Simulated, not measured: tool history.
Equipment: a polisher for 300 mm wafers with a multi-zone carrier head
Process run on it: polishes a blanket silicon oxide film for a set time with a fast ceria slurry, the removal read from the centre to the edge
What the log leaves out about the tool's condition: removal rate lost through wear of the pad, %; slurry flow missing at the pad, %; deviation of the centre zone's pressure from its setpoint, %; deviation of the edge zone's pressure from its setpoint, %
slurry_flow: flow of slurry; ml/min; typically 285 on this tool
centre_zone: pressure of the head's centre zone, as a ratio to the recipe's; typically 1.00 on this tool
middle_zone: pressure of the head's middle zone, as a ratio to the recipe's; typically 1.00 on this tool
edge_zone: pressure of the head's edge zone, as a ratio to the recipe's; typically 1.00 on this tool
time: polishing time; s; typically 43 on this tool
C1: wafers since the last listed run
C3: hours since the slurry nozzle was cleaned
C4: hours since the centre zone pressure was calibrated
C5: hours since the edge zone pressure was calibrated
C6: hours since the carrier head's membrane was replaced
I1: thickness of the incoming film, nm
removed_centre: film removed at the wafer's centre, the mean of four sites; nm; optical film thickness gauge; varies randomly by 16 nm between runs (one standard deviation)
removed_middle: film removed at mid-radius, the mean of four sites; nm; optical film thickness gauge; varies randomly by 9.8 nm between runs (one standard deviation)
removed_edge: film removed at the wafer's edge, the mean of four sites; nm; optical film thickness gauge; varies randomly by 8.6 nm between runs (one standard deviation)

{"run": 1, "hour": 0.0, "slurry_flow": 285, "centre_zone": 1.0, "middle_zone": 1.0, "edge_zone": 1.0, "time": 43, "C1": 0, "wafers polished on this pad": 5911, "C3": 14.1, "C4": 766.0, "C5": 109.2, "C6": 1621.0, "I1": 3757.1, "removed_centre": 1048.7, "removed_middle": 1163.9, "removed_edge": 1169.9}
{"hour": 13.6, "done": "carrier head's membrane replaced by a new one"}
{"hour": 49.2, "done": "centre zone pressure recalibrated"}
{"hour": 53.9, "done": "worn pad replaced by a new one"}
{"run": 2, "hour": 61.8, "slurry_flow": 285, "centre_zone": 1.0, "middle_zone": 1.0, "edge_zone": 1.0, "time": 43, "C1": 880, "wafers polished on this pad": 136, "C3": 75.9, "C4": 12.6, "C5": 171.0, "C6": 48.2, "I1": 3823.4, "removed_centre": 1076.3, "removed_middle": 1170.1, "removed_edge": 1166.1}
{"run": 3, "hour": 110.2, "slurry_flow": 235, "centre_zone": 0.92, "middle_zone": 1.0, "edge_zone": 1.0, "time": 43, "C1": 838, "wafers polished on this pad": 975, "C3": 124.3, "C4": 61.0, "C5": 219.4, "C6": 96.6, "I1": 3768.8, "removed_centre": 1008.6, "removed_middle": 1138.2, "removed_edge": 1115.8}
{"run": 4, "hour": 155.7, "slurry_flow": 285, "centre_zone": 1.0, "middle_zone": 1.0, "edge_zone": 1.0, "time": 43, "C1": 788, "wafers polished on this pad": 1763, "C3": 169.8, "C4": 106.5, "C5": 264.9, "C6": 142.1, "I1": 3827.5, "removed_centre": 1118.1, "removed_middle": 1153.2, "removed_edge": 1159.6}
{"run": 5, "hour": 190.7, "slurry_flow": 285, "centre_zone": 1.0, "middle_zone": 1.0, "edge_zone": 1.0, "time": 43, "C1": 606, "wafers polished on this pad": 2370, "C3": 204.8, "C4": 141.5, "C5": 299.9, "C6": 177.1, "I1": 3795.3, "removed_centre": 1101.1, "removed_middle": 1152.6, "removed_edge": 1154.8}
{"hour": 194.6, "done": "edge zone pressure recalibrated"}
{"run": 6, "hour": 266.8, "slurry_flow": 285, "centre_zone": 1.0, "middle_zone": 1.0, "edge_zone": 1.0, "time": 43, "C1": 1283, "wafers polished on this pad": 3654, "C3": 280.9, "C4": 217.6, "C5": 72.2, "C6": 253.2, "I1": 3775.0, "removed_centre": 1056.2, "removed_middle": 1141.3, "removed_edge": 1124.8}
{"run": 7, "hour": 335.8, "slurry_flow": 285, "centre_zone": 1.0, "middle_zone": 1.0, "edge_zone": 1.0, "time": 43, "C1": 1195, "wafers polished on this pad": 4849, "C3": 349.9, "C4": 286.6, "C5": 141.2, "C6": 322.2, "I1": 3759.7, "removed_centre": 983.7, "removed_middle": 1097.8, "removed_edge": 1107.3}
{"run": 8, "hour": 388.5, "slurry_flow": 185, "centre_zone": 1.0, "middle_zone": 1.0, "edge_zone": 1.1, "time": 43, "C1": 913, "wafers polished on this pad": 5762, "C3": 402.6, "C4": 339.3, "C5": 193.9, "C6": 374.9, "I1": 3788.5, "removed_centre": 811.6, "removed_middle": 894.3, "removed_edge": 1013.6}
{"hour": 392.5, "done": "slurry nozzle cleaned"}
{"hour": 399.1, "done": "worn pad replaced by a new one"}
{"run": 9, "hour": 455.9, "slurry_flow": 285, "centre_zone": 1.1, "middle_zone": 1.09, "edge_zone": 0.94, "time": 43, "C1": 1081, "wafers polished on this pad": 984, "C3": 63.4, "C4": 406.7, "C5": 261.3, "C6": 442.3, "I1": 3791.8, "removed_centre": 1176.6, "removed_middle": 1237.2, "removed_edge": 1143.2}
{"run": 10, "hour": 527.3, "slurry_flow": 255, "centre_zone": 0.9, "middle_zone": 0.9, "edge_zone": 1.0, "time": 31, "C1": 1237, "wafers polished on this pad": 2221, "C3": 134.8, "C4": 478.1, "C5": 332.7, "C6": 513.7, "I1": 3806.1, "removed_centre": 697.9, "removed_middle": 770.9, "removed_edge": 838.6}
{"hour": 553.3, "done": "edge zone pressure recalibrated"}
{"run": 11, "hour": 575.4, "slurry_flow": 285, "centre_zone": 0.96, "middle_zone": 1.0, "edge_zone": 1.0, "time": 43, "C1": 798, "wafers polished on this pad": 3019, "C3": 182.9, "C4": 526.2, "C5": 22.1, "C6": 561.8, "I1": 3833.3, "removed_centre": 1041.6, "removed_middle": 1147.9, "removed_edge": 1146.7}
{"run": 12, "hour": 638.9, "slurry_flow": 285, "centre_zone": 1.0, "middle_zone": 1.0, "edge_zone": 1.0, "time": 43, "C1": 1100, "wafers polished on this pad": 4120, "C3": 246.4, "C4": 589.7, "C5": 85.6, "C6": 625.3, "I1": 3796.0, "removed_centre": 1026.6, "removed_middle": 1159.7, "removed_edge": 1146.8}
{"run": 13, "hour": 683.1, "slurry_flow": 285, "centre_zone": 1.0, "middle_zone": 1.0, "edge_zone": 1.0, "time": 43, "C1": 765, "wafers polished on this pad": 4886, "C3": 290.6, "C4": 633.9, "C5": 129.8, "C6": 669.5, "I1": 3833.8, "removed_centre": 1010.0, "removed_middle": 1117.3, "removed_edge": 1119.3}
{"run": 14, "hour": 711.2, "slurry_flow": 285, "centre_zone": 1.0, "middle_zone": 1.0, "edge_zone": 0.96, "time": 37, "C1": 486, "wafers polished on this pad": 5373, "C3": 318.7, "C4": 662.0, "C5": 157.9, "C6": 697.6, "I1": 3812.5, "removed_centre": 854.5, "removed_middle": 960.7, "removed_edge": 945.5}
{"hour": 759.1, "done": "slurry nozzle cleaned"}
{"hour": 779.8, "done": "worn pad replaced by a new one"}
{"run": 15, "hour": 780.3, "slurry_flow": 285, "centre_zone": 1.0, "middle_zone": 1.0, "edge_zone": 0.93, "time": 48, "C1": 1110, "wafers polished on this pad": 7, "C3": 21.2, "C4": 731.1, "C5": 227.0, "C6": 766.7, "I1": 3769.6, "removed_centre": 1149.6, "removed_middle": 1301.2, "removed_edge": 1265.4}
{"hour": 785.4, "done": "centre zone pressure recalibrated"}
{"run": 16, "hour": 848.0, "slurry_flow": 330, "centre_zone": 1.0, "middle_zone": 1.06, "edge_zone": 0.88, "time": 52, "C1": 1138, "wafers polished on this pad": 1146, "C3": 88.9, "C4": 62.6, "C5": 294.7, "C6": 834.4, "I1": 3710.4, "removed_centre": 1384.5, "removed_middle": 1489.8, "removed_edge": 1371.0}
{"run": 17, "hour": 891.4, "slurry_flow": 285, "centre_zone": 1.0, "middle_zone": 1.0, "edge_zone": 1.0, "time": 43, "C1": 752, "wafers polished on this pad": 1898, "C3": 132.3, "C4": 106.0, "C5": 338.1, "C6": 877.8, "I1": 3845.0, "removed_centre": 1148.3, "removed_middle": 1148.3, "removed_edge": 1159.2}
{"run": 18, "hour": 917.7, "slurry_flow": 285, "centre_zone": 0.96, "middle_zone": 1.0, "edge_zone": 1.0, "time": 38, "C1": 455, "wafers polished on this pad": 2353, "C3": 158.6, "C4": 132.3, "C5": 364.4, "C6": 904.1, "I1": 3766.2, "removed_centre": 958.4, "removed_middle": 1016.9, "removed_edge": 1015.1}
{"hour": 957.2, "done": "edge zone pressure recalibrated"}
{"run": 19, "hour": 974.1, "slurry_flow": 285, "centre_zone": 1.0, "middle_zone": 1.0, "edge_zone": 1.0, "time": 43, "C1": 942, "wafers polished on this pad": 3296, "C3": 215.0, "C4": 188.7, "C5": 16.9, "C6": 960.5, "I1": 3780.5, "removed_centre": 1103.7, "removed_middle": 1145.2, "removed_edge": 1154.5}
{"run": 20, "hour": 1035.7, "slurry_flow": 285, "centre_zone": 1.0, "middle_zone": 1.11, "edge_zone": 1.0, "time": 43, "C1": 1067, "wafers polished on this pad": 4363, "C3": 276.6, "C4": 250.3, "C5": 78.5, "C6": 1022.1, "I1": 3769.7, "removed_centre": 1062.9, "removed_middle": 1217.5, "removed_edge": 1138.9}
{"run": 21, "hour": 1099.7, "slurry_flow": 285, "centre_zone": 1.0, "middle_zone": 0.92, "edge_zone": 0.89, "time": 43, "C1": 1108, "wafers polished on this pad": 5472, "C3": 340.6, "C4": 314.3, "C5": 142.5, "C6": 1086.1, "I1": 3767.8, "removed_centre": 1029.5, "removed_middle": 1052.1, "removed_edge": 1051.7}
{"hour": 1150.2, "done": "slurry nozzle cleaned"}
{"run": 22, "hour": 1167.0, "slurry_flow": 285, "centre_zone": 0.94, "middle_zone": 1.0, "edge_zone": 1.0, "time": 43, "C1": 1148, "wafers polished on this pad": 6621, "C3": 16.8, "C4": 381.6, "C5": 209.8, "C6": 1153.4, "I1": 3713.0, "removed_centre": 1038.6, "removed_middle": 1155.0, "removed_edge": 1157.8}
{"hour": 1181.4, "done": "worn pad replaced by a new one"}
{"run": 23, "hour": 1191.1, "slurry_flow": 285, "centre_zone": 1.0, "middle_zone": 1.0, "edge_zone": 1.0, "time": 43, "C1": 348, "wafers polished on this pad": 167, "C3": 40.9, "C4": 405.7, "C5": 233.9, "C6": 1177.5, "I1": 3790.9, "removed_centre": 1111.3, "removed_middle": 1159.3, "removed_edge": 1168.7}

3 ways to go on from here, each from the tool as it stands after run 23. What would each give?
{"run": "A", "hour": 1191.5, "slurry_flow": 285, "centre_zone": 1.0, "middle_zone": 1.0, "edge_zone": 1.0, "time": 43, "C1": 6, "wafers polished on this pad": 174, "C3": 41.3, "C4": 406.1, "C5": 234.3, "C6": 1177.9, "I1": 3757.4, "removed_centre": "?", "removed_middle": "?", "removed_edge": "?"}
{"run": "B", "hour": 1191.5, "slurry_flow": 330, "centre_zone": 1.06, "middle_zone": 0.89, "edge_zone": 1.05, "time": 43, "C1": 6, "wafers polished on this pad": 174, "C3": 41.3, "C4": 406.1, "C5": 234.3, "C6": 1177.9, "I1": 3757.4, "removed_centre": "?", "removed_middle": "?", "removed_edge": "?"}
{"run": "C", "hour": 1191.5, "slurry_flow": 285, "centre_zone": 1.0, "middle_zone": 0.88, "edge_zone": 1.0, "time": 43, "C1": 6, "wafers polished on this pad": 174, "C3": 41.3, "C4": 406.1, "C5": 234.3, "C6": 1177.9, "I1": 3757.4, "removed_centre": "?", "removed_middle": "?", "removed_edge": "?"}

run=A removed_centre=1094.5 removed_middle=1167.8 removed_edge=1166.8
run=B removed_centre=1166.5 removed_middle=1106.5 removed_edge=1206.6
run=C removed_centre=1093.8 removed_middle=1082.0 removed_edge=1168.2
Stripped of hidden state, with their random variation kept, the same runs would have yielded:
run=A removed_centre=1121.0 removed_middle=1175.7 removed_edge=1172.9
run=B removed_centre=1193.3 removed_middle=1112.9 removed_edge=1212.1
run=C removed_centre=1120.3 removed_middle=1089.4 removed_edge=1174.3
